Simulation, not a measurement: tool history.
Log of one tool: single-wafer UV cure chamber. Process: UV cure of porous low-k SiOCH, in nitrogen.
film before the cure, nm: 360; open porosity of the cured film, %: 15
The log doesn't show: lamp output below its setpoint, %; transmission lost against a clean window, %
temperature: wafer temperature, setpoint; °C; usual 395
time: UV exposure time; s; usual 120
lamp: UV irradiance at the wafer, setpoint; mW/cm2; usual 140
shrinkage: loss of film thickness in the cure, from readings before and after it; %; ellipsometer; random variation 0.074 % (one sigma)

| run | hour | temperature | time | lamp | wafers since the last listed run | hours since the UV bulbs were replaced | wafers since the quartz window was cleaned | shrinkage |
|---|---|---|---|---|---|---|---|---|
| 1 | 0.0 | 395 | 120 | 155 | 0 | 562.1 | 2341 | 9.693 |
| 2 | 178.8 | 388 | 150 | 140 | 1063 | 740.9 | 3405 | 9.928 |
|  | 209.3 | quartz window cleaned |
| 3 | 246.8 | 395 | 120 | 114 | 356 | 808.9 | 223 | 8.346 |
| 4 | 313.4 | 395 | 120 | 114 | 396 | 875.5 | 619 | 8.100 |
| 5 | 362.4 | 395 | 120 | 114 | 291 | 924.5 | 910 | 8.183 |
| 6 | 405.9 | 395 | 120 | 140 | 258 | 968.0 | 1169 | 8.940 |
| 7 | 473.3 | 395 | 120 | 140 | 400 | 1035.4 | 1570 | 8.952 |
| 8 | 543.0 | 395 | 120 | 140 | 414 | 1105.1 | 1984 | 8.868 |
| 9 | 715.5 | 395 | 120 | 140 | 1025 | 1277.6 | 3010 | 8.635 |
|  | 753.3 | quartz window cleaned |
| 10 | 753.8 | 395 | 120 | 140 | 180 | 1315.9 | 2 | 8.715 |
| 11 | 778.3 | 395 | 120 | 140 | 145 | 1340.4 | 148 | 8.624 |
| 12 | 836.6 | 395 | 120 | 140 | 346 | 1398.7 | 495 | 8.506 |
| 13 | 895.9 | 395 | 120 | 140 | 352 | 1458.0 | 847 | 8.521 |
| 14 | 939.8 | 395 | 120 | 140 | 261 | 1501.9 | 1108 | 8.496 |
| 15 | 1002.7 | 401 | 120 | 140 | 374 | 1564.8 | 1482 | 8.544 |
|  | 1031.9 | UV bulbs replaced |
| 16 | 1040.3 | 401 | 120 | 140 | 176 | 8.4 | 1658 | 9.424 |
| 17 | 1073.1 | 395 | 120 | 140 | 195 | 41.2 | 1853 | 9.226 |
| 18 | 1118.2 | 395 | 120 | 140 | 268 | 86.3 | 2122 | 9.266 |
| 19 | 1187.6 | 395 | 120 | 140 | 412 | 155.7 | 2534 | 9.367 |
| 20 | 1245.0 | 395 | 120 | 140 | 341 | 213.1 | 2876 | 9.200 |
| 21 | 1270.9 | 395 | 120 | 140 | 154 | 239.0 | 3030 | 9.260 |
|  | 1318.3 | quartz window cleaned |
| 22 | 1350.9 | 390 | 120 | 140 | 428 | 319.0 | 193 | 9.251 |
| 23 | 1403.2 | 395 | 120 | 140 | 311 | 371.3 | 504 | 9.323 |
| 24 | 1436.3 | 395 | 120 | 140 | 196 | 404.4 | 701 | 9.189 |
| 25 | 1503.5 | 378 | 190 | 167 | 399 | 471.6 | 1101 | 11.876 |
| 26 | 1551.9 | 385 | 160 | 140 | 287 | 520.0 | 1389 | 10.159 |
| 27 | 1586.0 | 395 | 120 | 140 | 202 | 554.1 | 1591 | 9.246 |
| 28 | 1613.7 | 406 | 75 | 140 | 164 | 581.8 | 1756 | 7.495 |
| 29 | 1660.4 | 395 | 120 | 163 | 277 | 628.5 | 2034 | 9.823 |
| 30 | 1697.4 | 395 | 175 | 176 | 220 | 665.5 | 2254 | 11.861 |
| 31 | 1728.3 | 395 | 120 | 140 | 183 | 696.4 | 2438 | 8.974 |
| 32 | 1785.3 | 377 | 120 | 140 | 338 | 753.4 | 2776 | 8.823 |
|  | 1845.0 | quartz window cleaned |
| 33 | 1845.5 | 395 | 120 | 177 | 310 | 813.6 | 3 | 10.161 |
| 34 | 1909.5 | 385 | 160 | 140 | 380 | 877.6 | 383 | 10.173 |
| 35 | 1947.5 | 395 | 120 | 140 | 225 | 915.6 | 609 | 8.889 |
| 36 | 1995.1 | 412 | 55 | 165 | 283 | 963.2 | 892 | 6.750 |
| 37 | 2046.0 | 395 | 120 | 140 | 302 | 1014.1 | 1195 | 9.086 |
| 38 | 2101.2 | 395 | 120 | 165 | 328 | 1069.3 | 1523 | 9.581 |
| 39 | 2161.5 | 395 | 170 | 119 | 358 | 1129.6 | 1882 | 9.593 |
| 40 | 2202.1 | 403 | 170 | 177 | 241 | 1170.2 | 2123 | 11.397 |
|  | 2377.1 | quartz window cleaned |
| 41 | 2385.6 | 405 | 120 | 129 | 1043 | 1353.7 | 50 | 8.579 |
| 42 | 2433.2 | 395 | 145 | 171 | 283 | 1401.3 | 333 | 10.346 |
| 43 | 2499.6 | 405 | 120 | 140 | 394 | 1467.7 | 728 | 8.654 |
| 44 | 2538.2 | 395 | 85 | 176 | 229 | 1506.3 | 957 | 8.091 |
| 45 | 2575.7 | 395 | 120 | 140 | 222 | 1543.8 | 1180 | 8.494 |

The next listed run, before its measurement:
| 46 | 2606.8 | 395 | 85 | 153 | 184 | 1574.9 | 1365 | ? |

{"run 46": {"shrinkage": 7.381}}
Without the tool's hidden state the same run would have given shrinkage 8.236 %.
